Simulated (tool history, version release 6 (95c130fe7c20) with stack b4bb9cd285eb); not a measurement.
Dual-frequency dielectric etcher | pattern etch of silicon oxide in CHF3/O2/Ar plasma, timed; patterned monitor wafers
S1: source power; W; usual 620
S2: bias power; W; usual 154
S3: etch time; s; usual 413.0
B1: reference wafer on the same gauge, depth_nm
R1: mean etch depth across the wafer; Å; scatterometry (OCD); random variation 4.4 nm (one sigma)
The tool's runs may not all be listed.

| run | day | S1 | S2 | S3 | B1 | R1 |
|---|---|---|---|---|---|---|
| 1 | 0.000 | 620 | 154 | 413.0 | 946.2 | 7642 |
| 2 | 0.700 | 620 | 166 | 413.0 | 945.6 | 7918 |
| 3 | 1.883 | 620 | 166 | 413.0 | 946.3 | 8214 |
| 4 | 1.904 | 620 | 166 | 413.0 | 945.9 | 8309 |
| 5 | 1.921 | 620 | 154 | 413.0 | 946.2 | 8045 |
| 6 | 2.575 | 620 | 187 | 354.5 | 947.0 | 7391 |
| 7 | 3.062 | 680 | 154 | 413.0 | 945.2 | 8290 |
| 8 | 3.367 | 700 | 154 | 413.0 | 946.0 | 8313 |
| 9 | 5.438 | 680 | 154 | 297.5 | 944.5 | 5922 |
| 10 | 5.925 | 620 | 154 | 413.0 | 945.8 | 7886 |
| 11 | 6.212 | 620 | 154 | 305.5 | 946.5 | 5856 |
| 12 | 7.496 | 740 | 154 | 318.5 | 944.9 | 6516 |
| 13 | 7.517 | 620 | 154 | 413.0 | 946.4 | 7867 |
| 14 | 7.625 | 620 | 154 | 413.0 | 945.7 | 7888 |
| 15 | 8.012 | 620 | 154 | 481.5 | 946.4 | 9136 |
| 16 | 8.312 | 620 | 154 | 413.0 | 946.4 | 7892 |
| 17 | 8.775 | 740 | 154 | 318.5 | 947.8 | 6518 |
| 18 | 9.042 | 620 | 188 | 468.0 | 945.8 | 9706 |
| 19 | 11.188 | 740 | 187 | 509.0 | 945.5 | 11246 |
| 20 | 11.829 | 620 | 154 | 413.0 | 945.7 | 7805 |
| 21 | 12.267 | 620 | 154 | 413.0 | 946.0 | 7787 |
| 22 | 12.967 | 620 | 154 | 413.0 | 946.4 | 7790 |
| 23 | 13.642 | 680 | 144 | 413.0 | 946.5 | 7874 |
| 24 | 14.392 | 670 | 186 | 465.0 | 945.1 | 9796 |
| 25 | 14.654 | 620 | 154 | 413.0 | 946.4 | 7805 |
| 26 | 15.329 | 690 | 131 | 365.0 | 945.6 | 6671 |
| 27 | 15.808 | 620 | 154 | 523.5 | 944.9 | 9862 |
| 28 | 16.538 | 670 | 124 | 337.0 | 947.3 | 5961 |
| 29 | 16.908 | 470 | 154 | 347.0 | 946.2 | 5812 |

Taken out of this log: 5 entries between the listed runs. Where each belongs, and how the hidden state differs across it:
Between runs 1 and 2: gauge calibrated (day 0.379)
  etch rate over this chamber's usual, %: -3.95 -> -4.08
  measured less the result without the state, R1: -314 -> -337 Å
Between runs 2 and 3: wet clean of the chamber (day 1.862)
  etch rate over this chamber's usual, %: -4.08 -> 0.00868
  measured less the result without the state, R1: -337 -> +1 Å
Between runs 8 and 9: bias power generator calibrated (day 5.262)
  etch rate over this chamber's usual, %: -0.281 -> -0.686
  measured less the result without the state, R1: -23 -> -41 Å
Between runs 11 and 12: upper electrode replaced (day 7.475)
  etch rate over this chamber's usual, %: -0.838 -> -1.09
  measured less the result without the state, R1: -49 -> -72 Å
Between runs 18 and 19: source power generator calibrated (day 10.846)
  etch rate over this chamber's usual, %: -1.39 -> -1.81
  measured less the result without the state, R1: -137 -> -207 Å
